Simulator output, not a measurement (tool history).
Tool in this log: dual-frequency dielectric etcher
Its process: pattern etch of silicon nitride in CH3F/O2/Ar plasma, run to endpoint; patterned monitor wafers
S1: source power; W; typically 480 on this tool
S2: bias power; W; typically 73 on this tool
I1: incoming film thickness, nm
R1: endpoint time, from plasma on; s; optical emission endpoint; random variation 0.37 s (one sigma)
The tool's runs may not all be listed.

run    hour   S1  S2    I1     R1
  1     0.0  480  80  59.2   80.9
       33.3  -- wet clean of the chamber
  2    85.8  480  80  59.6   78.4
  3   160.8  480  73  59.6   81.8
  4   423.2  440  81  60.0   85.2
      578.4  -- wet clean of the chamber
  5   649.9  480  87  59.6   78.1
  6   897.7  570  73  59.2   74.7
      958.3  -- bias power generator calibrated
  7   959.6  420  85  59.6   86.7
  8  1006.7  420  85  59.8   87.4
  9  1043.6  480  60  59.7   88.2
     1077.0  -- wet clean of the chamber
 10  1144.5  480  60  59.3   85.8
 11  1221.8  480  60  60.0   86.5
 12  1283.1  480  78  60.3   81.4
 13  1365.1  480  78  59.9   81.4
 14  1417.9  480  78  60.5   82.6
 15  1470.8  480  68  59.8   85.4
     1523.3  -- wet clean of the chamber
 16  1543.8  480  59  59.1   84.5
     1549.7  -- source power generator calibrated
 17  1638.6  440  81  60.0   80.7
 18  1713.7  380  87  59.8   86.7
 19  1796.7  360  62  60.7  103.0
     1824.7  -- upper electrode replaced
 20  1868.6  410  86  59.6   84.9
 21  1921.1  390  60  59.5   97.1
     2026.4  -- wet clean of the chamber
 22  2153.2  390  73  59.8   92.0
 23  2198.7  380  86  59.3   87.9
 24  2247.3  540  73  60.2   76.3
 25  2312.0  520  86  59.9   74.6
 26  2383.9  400  58  59.8   97.4
 27  2475.2  580  73  59.5   73.5
     2501.2  -- wet clean of the chamber
 28  2561.4  420  85  59.6   83.7

Below are 4 alternative next runs, each starting from the tool's condition after run 28. Predict each:
  A  2561.8  480  73  59.0   ?
  B  2561.8  540  67  59.0   ?
  C  2561.8  570  89  59.0   ?
  D  2561.8  430  89  59.0   ?

run    R1
  A  79.9
  B  76.4
  C  68.6
  D  80.6
With the hidden condition removed and each run's random variation left untouched, the same runs would have given:
run    R1
  A  77.8
  B  74.4
  C  66.8
  D  78.5
